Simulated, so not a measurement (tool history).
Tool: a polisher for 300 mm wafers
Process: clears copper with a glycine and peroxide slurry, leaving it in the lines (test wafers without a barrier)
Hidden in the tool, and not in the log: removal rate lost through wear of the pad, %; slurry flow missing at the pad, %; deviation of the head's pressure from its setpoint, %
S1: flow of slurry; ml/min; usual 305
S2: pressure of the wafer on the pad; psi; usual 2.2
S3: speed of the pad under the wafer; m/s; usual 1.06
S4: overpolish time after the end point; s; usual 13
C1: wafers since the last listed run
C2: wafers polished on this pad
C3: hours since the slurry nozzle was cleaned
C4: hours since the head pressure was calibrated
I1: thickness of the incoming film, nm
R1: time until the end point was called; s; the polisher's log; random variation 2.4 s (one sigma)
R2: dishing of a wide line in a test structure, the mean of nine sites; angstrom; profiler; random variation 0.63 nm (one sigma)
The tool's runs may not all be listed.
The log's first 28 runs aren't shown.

run	day	S1	S2	S3	S4	C1	C2	C3	C4	I1	R1	R2
29	15.129	305	2.2	0.84	13	71	163	38.1	151.4	488.3	141.6	338
30	15.721	245	2.2	1.06	20	65	228	52.3	165.6	479.2	128	537
31	16.242	410	2.2	1.06	13	57	286	64.8	178.1	487.3	116.9	393
32	16.988	305	2.2	1.06	13	82	368	82.7	196	479.4	118.5	377
33	17.379	305	2.2	0.96	19	43	412	92.1	205.4	487.1	133	490
34	17.658	305	2.2	1.06	13	30	443	98.8	212.1	475.5	122.8	382
35	18.062	390	2.2	1.4	13	44	487	108.5	221.8	486.5	97.8	450
36	18.508	305	1.9	0.86	19	49	537	119.2	232.5	476.4	156.6	421

Forecast each of these 3 alternatives for the next run:
A	18.529	305	2.2	1.06	13	2	539	119.7	233	479	?	?
B	18.529	255	2.2	1.06	16	2	539	119.7	233	479	?	?
C	18.529	205	2.2	1.06	13	2	539	119.7	233	479	?	?

run	R1	R2
A	126	372
B	129.7	434
C	135.4	350
Without the tool's hidden state the same runs would have given:
run	R1	R2
A	120.7	386
B	123	453
C	126.8	370
